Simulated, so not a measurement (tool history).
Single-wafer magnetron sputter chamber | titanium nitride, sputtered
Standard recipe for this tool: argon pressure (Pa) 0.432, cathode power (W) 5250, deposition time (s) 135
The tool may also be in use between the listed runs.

| run | hour | argon pressure (Pa) | cathode power (W) | deposition time (s) | read-back reference wafer on the same gauge, thickness_nm | mean film thickness on the monitor wafer (Å) |
|---|---|---|---|---|---|---|
| 1 | 0.0 | 0.432 | 5250 | 152 | 134.873 | 1480.14 |
| 2 | 32.0 | 0.432 | 5250 | 135 | 135.004 | 1319.93 |
| 3 | 46.0 | 0.432 | 5250 | 135 | 134.965 | 1314.37 |
| 4 | 104.8 | 0.432 | 5250 | 135 | 135.040 | 1315.20 |
| 5 | 118.1 | 0.432 | 5250 | 135 | 135.074 | 1311.04 |
| 6 | 138.5 | 0.432 | 5250 | 135 | 135.095 | 1312.55 |
| 7 | 162.6 | 0.432 | 5250 | 135 | 135.072 | 1306.97 |
| 8 | 263.4 | 0.432 | 5250 | 135 | 135.063 | 1313.53 |
| 9 | 336.5 | 0.432 | 5250 | 135 | 135.038 | 1321.83 |
|  | 356.9 | sputter target and shields replaced |
| 10 | 357.4 | 0.432 | 5250 | 120 | 134.991 | 1168.51 |
| 11 | 384.8 | 0.432 | 5250 | 120 | 134.993 | 1170.57 |
| 12 | 404.3 | 0.432 | 5250 | 135 | 134.986 | 1316.86 |
| 13 | 416.7 | 0.432 | 5250 | 135 | 135.051 | 1314.37 |
| 14 | 433.7 | 0.432 | 5250 | 135 | 135.014 | 1313.48 |
| 15 | 457.0 | 0.432 | 5250 | 135 | 135.018 | 1311.67 |
| 16 | 482.6 | 0.432 | 5250 | 135 | 134.975 | 1316.38 |
| 17 | 502.2 | 0.432 | 5250 | 135 | 134.991 | 1316.60 |
| 18 | 531.7 | 0.273 | 5250 | 116 | 135.046 | 1200.35 |
|  | 569.9 | capacitance manometer re-zeroed and calibrated |
| 19 | 570.4 | 0.316 | 5250 | 160 | 135.060 | 1624.75 |
| 20 | 582.2 | 0.432 | 5250 | 135 | 135.028 | 1318.81 |
|  | 602.5 | magnet pack replaced |
| 21 | 611.2 | 0.432 | 5250 | 135 | 135.081 | 1313.77 |
| 22 | 625.3 | 0.375 | 6450 | 127 | 135.077 | 1550.68 |
| 23 | 659.8 | 0.557 | 5250 | 135 | 134.951 | 1256.33 |
| 24 | 686.7 | 0.377 | 5250 | 135 | 135.007 | 1341.13 |
| 25 | 702.4 | 0.432 | 6350 | 124 | 135.052 | 1462.17 |
| 26 | 734.8 | 0.574 | 5250 | 135 | 134.958 | 1246.68 |
|  | 742.5 | gauge calibrated |
| 27 | 776.9 | 0.304 | 6200 | 151 | 135.024 | 1822.23 |
| 28 | 797.8 | 0.350 | 5700 | 135 | 135.086 | 1476.10 |
| 29 | 824.1 | 0.432 | 5950 | 155 | 135.053 | 1710.89 |
| 30 | 846.6 | 0.377 | 5250 | 135 | 135.103 | 1346.58 |
| 31 | 864.0 | 0.432 | 5250 | 135 | 134.996 | 1310.64 |
| 32 | 900.0 | 0.535 | 6300 | 110 | 134.949 | 1232.94 |
| 33 | 919.5 | 0.558 | 6300 | 148 | 135.074 | 1648.60 |
| 34 | 939.8 | 0.432 | 5250 | 112 | 134.929 | 1094.43 |
| 35 | 952.7 | 0.268 | 5250 | 119 | 135.071 | 1234.13 |

Forecast each of these 4 alternatives for the next run:
| A | 953.1 | 0.432 | 5250 | 135 | ? | ? |
| B | 953.1 | 0.352 | 5250 | 135 | ? | ? |
| C | 953.1 | 0.604 | 5250 | 135 | ? | ? |
| D | 953.1 | 0.432 | 4700 | 135 | ? | ? |

| run | read-back reference wafer on the same gauge, thickness_nm | mean film thickness on the monitor wafer (Å) |
|---|---|---|
| A | 135.014 | 1310.77 |
| B | 135.014 | 1350.78 |
| C | 135.014 | 1230.10 |
| D | 135.014 | 1173.45 |
With the hidden condition removed and each run's random variation left untouched, the same runs would have given:
| run | mean film thickness on the monitor wafer (Å) |
|---|---|
| A | 1310.77 |
| B | 1350.78 |
| C | 1230.10 |
| D | 1173.45 |
